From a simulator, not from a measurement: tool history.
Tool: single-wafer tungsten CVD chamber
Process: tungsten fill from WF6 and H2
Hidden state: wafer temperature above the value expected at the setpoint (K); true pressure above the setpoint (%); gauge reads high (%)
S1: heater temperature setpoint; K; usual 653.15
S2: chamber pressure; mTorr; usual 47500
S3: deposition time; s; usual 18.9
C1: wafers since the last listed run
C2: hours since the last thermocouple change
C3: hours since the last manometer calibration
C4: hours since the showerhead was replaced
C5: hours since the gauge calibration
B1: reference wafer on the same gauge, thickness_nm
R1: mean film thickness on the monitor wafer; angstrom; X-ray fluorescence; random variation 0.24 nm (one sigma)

run,hour,S1,S2,S3,C1,C2,C3,C4,C5,B1,R1
1,0.0,653.15,47500,18.9,0,448.7,377.2,7912.6,741.2,46.089,485.32
2,30.0,653.15,47500,18.9,451,478.7,407.2,7942.6,771.2,46.043,484.46
3,73.3,653.15,47500,18.9,651,522.0,450.5,7985.9,814.5,46.073,485.61
4,105.4,653.15,47500,18.9,482,554.1,482.6,8018.0,846.6,46.109,484.63
5,256.6,653.15,56600,16.2,2273,705.3,633.8,8169.2,997.8,46.052,454.65
6,308.9,653.15,56600,16.2,786,757.6,686.1,8221.5,1050.1,46.015,452.32
7,379.2,653.15,56600,16.2,1057,827.9,756.4,8291.8,1120.4,46.054,454.51
# hour 386.5: gauge calibrated
8,412.3,653.15,47500,18.9,497,861.0,789.5,8324.9,25.8,45.977,485.07
# hour 453.3: thermocouple changed; heater temperature recalibrated
9,453.8,653.15,47500,18.9,503,0.5,831.0,8366.4,67.3,46.067,482.06
10,482.9,653.15,47500,18.9,437,29.6,860.1,8395.5,96.4,46.078,482.37
# hour 503.8: showerhead replaced
11,519.9,653.15,47500,16.8,436,66.6,897.1,16.1,133.4,46.152,432.24
12,568.7,653.15,47500,16.8,733,115.4,945.9,64.9,182.2,46.051,429.36
13,624.1,653.15,47500,18.9,832,170.8,1001.3,120.3,237.6,45.995,483.97
14,656.9,653.15,47500,15.4,493,203.6,1034.1,153.1,270.4,46.124,395.45
15,708.5,653.15,54200,18.9,775,255.2,1085.7,204.7,322.0,46.097,519.61
16,746.6,653.15,47500,18.9,572,293.3,1123.8,242.8,360.1,46.118,485.66
17,786.5,668.15,56100,15.4,599,333.2,1163.7,282.7,400.0,46.171,560.42
# hour 824.5: capacitance manometer re-zeroed and calibrated
18,832.3,653.15,47500,18.9,568,379.0,7.8,328.5,445.8,46.061,486.19
19,890.7,653.15,58100,18.9,878,437.4,66.2,386.9,504.2,46.134,538.55
20,943.3,657.15,47500,18.9,790,490.0,118.8,439.5,556.8,46.106,520.45
21,982.7,665.15,47500,20.1,592,529.4,158.2,478.9,596.2,46.039,632.89
22,1033.4,662.15,47500,15.6,762,580.1,208.9,529.6,646.9,46.086,470.10
23,1059.4,643.15,51500,21.4,390,606.1,234.9,555.6,672.9,46.177,476.06
24,1176.6,657.15,58200,16.4,1762,723.3,352.1,672.8,790.1,46.071,503.86

The tool's hidden state at each run:
wafer temperature above the value expected at the setpoint (K): 0 in every run
true pressure above the setpoint (%): 0 in every run
gauge reads high (%): 0 in every run

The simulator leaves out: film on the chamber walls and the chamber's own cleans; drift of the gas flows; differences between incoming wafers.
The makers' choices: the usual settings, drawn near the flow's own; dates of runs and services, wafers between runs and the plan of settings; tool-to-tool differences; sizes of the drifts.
